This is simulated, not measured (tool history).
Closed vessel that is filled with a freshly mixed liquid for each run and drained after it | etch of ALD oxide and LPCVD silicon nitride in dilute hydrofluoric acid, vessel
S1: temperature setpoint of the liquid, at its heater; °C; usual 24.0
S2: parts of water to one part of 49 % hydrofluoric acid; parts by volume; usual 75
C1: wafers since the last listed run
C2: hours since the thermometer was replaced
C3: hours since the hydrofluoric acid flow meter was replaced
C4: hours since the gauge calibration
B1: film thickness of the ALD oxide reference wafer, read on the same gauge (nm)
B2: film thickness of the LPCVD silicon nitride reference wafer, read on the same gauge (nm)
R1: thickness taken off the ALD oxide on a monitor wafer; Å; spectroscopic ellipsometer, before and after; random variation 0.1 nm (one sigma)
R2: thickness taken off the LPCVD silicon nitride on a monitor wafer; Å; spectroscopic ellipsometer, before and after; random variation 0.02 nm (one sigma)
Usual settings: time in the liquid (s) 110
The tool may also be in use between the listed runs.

run 1 day=0.000 | S1=24.0 S2=75 time_in_the_liquid_(s)=110 | C1=0 C2=2181.7 C3=2036.8 C4=243.5 | B1=140.02 B2=29.971 | R1=242.6 R2=7.41
run 2 day=0.254 | S1=24.0 S2=75 time_in_the_liquid_(s)=110 | C1=666 C2=2187.8 C3=2042.9 C4=249.6 | B1=140.05 B2=29.982 | R1=241.0 R2=7.16
run 3 day=0.796 | S1=24.0 S2=75 time_in_the_liquid_(s)=110 | C1=1419 C2=2200.8 C3=2055.9 C4=262.6 | B1=140.00 B2=29.970 | R1=240.1 R2=7.48
run 4 day=1.296 | S1=21.0 S2=75 time_in_the_liquid_(s)=65 | C1=1310 C2=2212.8 C3=2067.9 C4=274.6 | B1=140.03 B2=30.023 | R1=125.3 R2=3.55
run 5 day=2.871 | S1=24.0 S2=75 time_in_the_liquid_(s)=110 | C1=4128 C2=2250.6 C3=2105.7 C4=312.4 | B1=139.99 B2=29.994 | R1=241.4 R2=6.76
run 6 day=3.362 | S1=24.0 S2=75 time_in_the_liquid_(s)=90 | C1=1288 C2=2262.4 C3=2117.5 C4=324.2 | B1=140.03 B2=29.997 | R1=196.3 R2=6.20
run 7 day=3.938 | S1=24.0 S2=75 time_in_the_liquid_(s)=90 | C1=1507 C2=2276.2 C3=2131.3 C4=338.0 | B1=140.00 B2=30.050 | R1=197.7 R2=5.70
-- day=4.175 hydrofluoric acid flow meter replaced
run 8 day=4.400 | S1=24.0 S2=75 time_in_the_liquid_(s)=110 | C1=1103 C2=2287.3 C3=5.4 C4=349.1 | B1=140.00 B2=29.955 | R1=257.9 R2=7.78
run 9 day=5.100 | S1=24.0 S2=75 time_in_the_liquid_(s)=110 | C1=1835 C2=2304.1 C3=22.2 C4=365.9 | B1=139.98 B2=29.961 | R1=255.8 R2=7.50
run 10 day=5.654 | S1=24.0 S2=75 time_in_the_liquid_(s)=110 | C1=1452 C2=2317.4 C3=35.5 C4=379.2 | B1=140.01 B2=29.990 | R1=257.7 R2=7.84
run 11 day=6.112 | S1=28.5 S2=100 time_in_the_liquid_(s)=110 | C1=1201 C2=2328.4 C3=46.5 C4=390.2 | B1=140.01 B2=30.017 | R1=224.9 R2=7.59
-- day=6.558 hydrofluoric acid flow meter replaced, repeated, since the last time left the tool worse
run 12 day=6.638 | S1=24.0 S2=60 time_in_the_liquid_(s)=160 | C1=1267 C2=2341.0 C3=1.9 C4=402.8 | B1=140.00 B2=29.987 | R1=412.4 R2=10.99
run 13 day=7.042 | S1=24.0 S2=75 time_in_the_liquid_(s)=55 | C1=1059 C2=2350.7 C3=11.6 C4=412.5 | B1=140.01 B2=29.973 | R1=112.0 R2=3.38
run 14 day=7.754 | S1=28.0 S2=75 time_in_the_liquid_(s)=50 | C1=1867 C2=2367.8 C3=28.7 C4=429.6 | B1=140.01 B2=29.989 | R1=118.7 R2=3.93
-- day=7.817 gauge calibrated
-- day=8.154 thermometer replaced
run 15 day=8.325 | S1=28.0 S2=50 time_in_the_liquid_(s)=130 | C1=1387 C2=4.1 C3=42.4 C4=12.2 | B1=140.00 B2=29.975 | R1=480.7 R2=14.98
run 16 day=8.996 | S1=24.0 S2=75 time_in_the_liquid_(s)=60 | C1=1758 C2=20.2 C3=58.5 C4=28.3 | B1=139.95 B2=29.995 | R1=121.4 R2=3.66
run 17 day=9.283 | S1=24.0 S2=75 time_in_the_liquid_(s)=90 | C1=753 C2=27.1 C3=65.4 C4=35.2 | B1=139.99 B2=29.977 | R1=182.2 R2=5.40
run 18 day=9.862 | S1=24.0 S2=75 time_in_the_liquid_(s)=75 | C1=1518 C2=41.0 C3=79.3 C4=49.1 | B1=139.97 B2=29.984 | R1=152.2 R2=4.44
run 19 day=10.183 | S1=24.0 S2=75 time_in_the_liquid_(s)=110 | C1=841 C2=48.7 C3=87.0 C4=56.8 | B1=140.00 B2=29.994 | R1=223.9 R2=6.91
run 20 day=10.642 | S1=19.0 S2=90 time_in_the_liquid_(s)=165 | C1=1201 C2=59.7 C3=98.0 C4=67.8 | B1=139.98 B2=29.996 | R1=224.1 R2=5.67
run 21 day=11.188 | S1=24.0 S2=100 time_in_the_liquid_(s)=110 | C1=1430 C2=72.8 C3=111.1 C4=80.9 | B1=139.99 B2=29.983 | R1=163.6 R2=4.81
run 22 day=11.738 | S1=21.0 S2=50 time_in_the_liquid_(s)=80 | C1=1441 C2=86.0 C3=124.3 C4=94.1 | B1=140.00 B2=29.981 | R1=222.4 R2=5.83
run 23 day=12.058 | S1=24.0 S2=40 time_in_the_liquid_(s)=160 | C1=841 C2=93.7 C3=132.0 C4=101.8 | B1=140.06 B2=29.966 | R1=641.6 R2=17.31
run 24 day=12.625 | S1=25.5 S2=90 time_in_the_liquid_(s)=150 | C1=1485 C2=107.3 C3=145.6 C4=115.4 | B1=140.01 B2=29.949 | R1=265.9 R2=8.27
run 25 day=13.371 | S1=24.0 S2=75 time_in_the_liquid_(s)=110 | C1=1955 C2=125.2 C3=163.5 C4=133.3 | B1=140.03 B2=30.009 | R1=225.7 R2=6.59
run 26 day=13.992 | S1=24.0 S2=95 time_in_the_liquid_(s)=170 | C1=1627 C2=140.1 C3=178.4 C4=148.2 | B1=139.99 B2=30.010 | R1=268.3 R2=8.15

4 ways to go on from here, each from the tool as it stands after run 26. What would each give?
run A day=14.021 | S1=25.5 S2=75 time_in_the_liquid_(s)=110 | C1=76 C2=140.8 C3=179.1 C4=148.9 | B1=? B2=? | R1=? R2=?
run B day=14.021 | S1=27.5 S2=75 time_in_the_liquid_(s)=110 | C1=76 C2=140.8 C3=179.1 C4=148.9 | B1=? B2=? | R1=? R2=?
run C day=14.021 | S1=24.0 S2=35 time_in_the_liquid_(s)=150 | C1=76 C2=140.8 C3=179.1 C4=148.9 | B1=? B2=? | R1=? R2=?
run D day=14.021 | S1=24.0 S2=75 time_in_the_liquid_(s)=150 | C1=76 C2=140.8 C3=179.1 C4=148.9 | B1=? B2=? | R1=? R2=?

run=A B1=140.03 B2=29.982 R1=239.9 R2=6.99
run=B B1=140.03 B2=29.982 R1=259.6 R2=7.97
run=C B1=140.03 B2=29.982 R1=695.0 R2=18.20
run=D B1=140.03 B2=29.982 R1=308.0 R2=8.63
Without the tool's hidden state the same runs would have given:
run=A R1=235.3 R2=6.87
run=B R1=254.7 R2=7.83
run=C R1=682.5 R2=17.89
run=D R1=302.2 R2=8.49

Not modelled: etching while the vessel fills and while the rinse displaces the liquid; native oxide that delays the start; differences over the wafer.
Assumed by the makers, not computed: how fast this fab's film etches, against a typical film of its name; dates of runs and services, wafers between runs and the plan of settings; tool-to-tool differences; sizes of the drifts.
